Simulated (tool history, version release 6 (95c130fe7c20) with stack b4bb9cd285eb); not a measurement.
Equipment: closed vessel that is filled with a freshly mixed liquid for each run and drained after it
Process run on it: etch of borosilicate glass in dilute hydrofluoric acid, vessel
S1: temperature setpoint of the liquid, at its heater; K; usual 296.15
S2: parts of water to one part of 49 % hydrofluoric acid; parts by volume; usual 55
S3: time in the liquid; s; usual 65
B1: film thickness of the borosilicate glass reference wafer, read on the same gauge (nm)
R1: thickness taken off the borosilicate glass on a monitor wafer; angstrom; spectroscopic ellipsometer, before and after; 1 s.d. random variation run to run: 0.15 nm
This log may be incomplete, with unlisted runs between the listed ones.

run,hour,S1,S2,S3,B1,R1
1,0,296.15,55,65,40.02,488.1
2,32.5,296.15,55,65,39.99,485.6
3,65.9,294.65,55,55,39.98,386.3
4,89.4,294.65,55,55,39.98,387
5,114.7,296.15,60,65,40,441.8
6,137.2,296.15,60,65,40.03,445.9
7,165.4,296.15,60,65,39.99,444.5
8,196.5,296.15,55,65,39.98,489.8
9,214.8,296.15,55,65,39.96,486.4
10,237.8,296.15,55,65,39.99,491.3
11,263.6,296.15,55,65,39.99,490.7
12,276,296.15,55,65,39.99,492.4
# hour 289.6: thermometer replaced
13,334.3,296.15,55,65,39.99,464.2
14,347.3,296.15,55,65,39.98,461.1
15,363.9,296.15,55,65,40.01,464.5
16,381.8,296.15,55,65,39.95,465.4
17,407.2,292.65,65,80,40.02,416.1
# hour 417.9: gauge calibrated
18,427.5,300.65,75,90,40.02,550.5
19,459.7,298.15,25,75,39.98,1339.7
# hour 470.2: hydrofluoric acid flow meter replaced
20,482,292.15,80,65,40.01,261.8
21,496.8,297.65,30,45,39.99,653.7
22,518.3,299.15,40,65,40,744.7
23,543.7,296.15,65,85,39.98,514.8
24,561.5,296.15,55,65,40.05,465
25,594.8,296.15,55,65,40.04,468.7
26,624.9,296.15,55,65,40.02,470.3
27,657.8,296.15,60,65,40.03,429.1
28,670,298.15,55,85,39.99,667.2
29,683.1,296.15,55,65,40.05,470.2
30,734,292.15,25,75,40.03,1055.3
31,756.4,296.15,55,65,40,472.6
32,775.1,296.15,55,65,40.01,474.2
33,801.3,296.15,70,65,40.01,364.9

Here are 4 independent what-if runs from the current tool condition. What would each one return?
A,802,296.15,55,65,?,?
B,802,298.15,70,85,?,?
C,802,292.65,80,65,?,?
D,802,300.65,55,95,?,?

run,B1,R1
A,40.01,472
B,40.01,515.7
C,40.01,272.3
D,40.01,827.4
Take away the tool's hidden state, keep each run's random variation, and the runs would have read:
run,R1
A,461.1
B,504
C,265.9
D,808.9
